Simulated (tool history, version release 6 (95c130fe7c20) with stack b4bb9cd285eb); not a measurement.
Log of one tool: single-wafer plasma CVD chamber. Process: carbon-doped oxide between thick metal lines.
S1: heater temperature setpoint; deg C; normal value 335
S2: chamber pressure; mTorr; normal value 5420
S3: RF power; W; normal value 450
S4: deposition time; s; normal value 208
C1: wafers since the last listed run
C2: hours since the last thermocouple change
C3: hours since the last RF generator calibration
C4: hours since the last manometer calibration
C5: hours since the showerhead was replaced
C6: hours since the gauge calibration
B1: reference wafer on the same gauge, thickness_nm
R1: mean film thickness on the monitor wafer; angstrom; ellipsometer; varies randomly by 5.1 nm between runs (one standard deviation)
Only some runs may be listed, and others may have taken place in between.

run    hour   S1    S2   S3   S4   C1      C2      C3      C4      C5     C6        B1        R1
  1       0  335  5420  450  208    0  2070.7  1082.3  1932.8  6824.4  245.1  1150.493   9670.35
  2    68.4  335  5420  450  208  488  2139.1  1150.7  2001.2  6892.8  313.5  1151.314   9630.12
  3   108.7  335  5420  450  208  288  2179.4    1191  2041.5  6933.1  353.8  1152.442   9648.88
  4   166.7  335  5420  475  208  414  2237.4    1249  2099.5  6991.1  411.8  1150.812  10160.48
  5   235.7  328  5420  450  208  493  2306.4    1318  2168.5  7060.1  480.8  1151.398    9749.3
  6   303.6  327  5420  450  208  485  2374.3  1385.9  2236.4    7128  548.7  1153.142   9775.75
  7   332.5  327  5420  450  208  206  2403.2  1414.8  2265.3  7156.9  577.6  1151.178   9787.31
  8   400.4  335  5420  410  208  485  2471.1  1482.7  2333.2  7224.8  645.5  1150.986   8655.68
  9   446.3  335  5420  410  208  328    2517  1528.6  2379.1  7270.7  691.4  1151.079   8657.22
      465.2  -- capacitance manometer re-zeroed and calibrated
 10   472.4  335  5420  410  208  129  2543.1  1554.7     7.2  7296.8  717.5   1151.37   8575.09
 11   550.6  335  5420  450  208  558  2621.3  1632.9    85.4    7375  795.7  1152.502   9376.78
      603.4  -- showerhead replaced
 12   618.4  343  5420  450  208  427  2689.1  1700.7   153.2      15  863.5  1151.138   9276.02
 13   685.9  343  5420  450  208  482  2756.6  1768.2   220.7    82.5    931  1152.549   9211.71
      711.9  -- gauge calibrated
 14   717.5  330  4220  450  208  225  2788.2  1799.8   252.3   114.1    5.6  1149.431    9291.9
 15   786.2  325  5420  450  232  491  2856.9  1868.5     321   182.8   74.3  1150.386  10804.65
 16     842  329  4310  450  185  398  2912.7  1924.3   376.8   238.6  130.1  1150.738   8211.05
 17     868  324  5420  450  196  185  2938.7  1950.3   402.8   264.6  156.1  1151.739   9176.94
 18   914.4  335  5420  450  248  331  2985.1  1996.7   449.2     311  202.5  1151.904   11220.1
 19   942.9  348  6190  380  241  203  3013.6  2025.2   477.7   339.5    231  1150.855   8928.39
      956.7  -- thermocouple changed; heater temperature recalibrated
      960.9  -- RF generator calibrated
 20     974  335  6400  505  208  134    17.3    13.1   508.8   370.6  262.1  1152.368  11082.84
 21  1008.6  335  5420  450  184  247    51.9    47.7   543.4   405.2  296.7  1151.455   8729.32
 22  1061.8  335  5420  475  220  380   105.1   100.9   596.6   458.4  349.9  1152.215  11005.88

Run 23, settings as shown, results not yet in. Your forecast:
 23  1115.2  335  5420  385  208  381  158.5  154.3  650  511.8  403.3   ?   ?

B1: 1151.444
R1: 8348.08 angstrom
Were there no unlogged condition in the tool, this run, its random variation unchanged, would have produced R1 8404.29 angstrom.
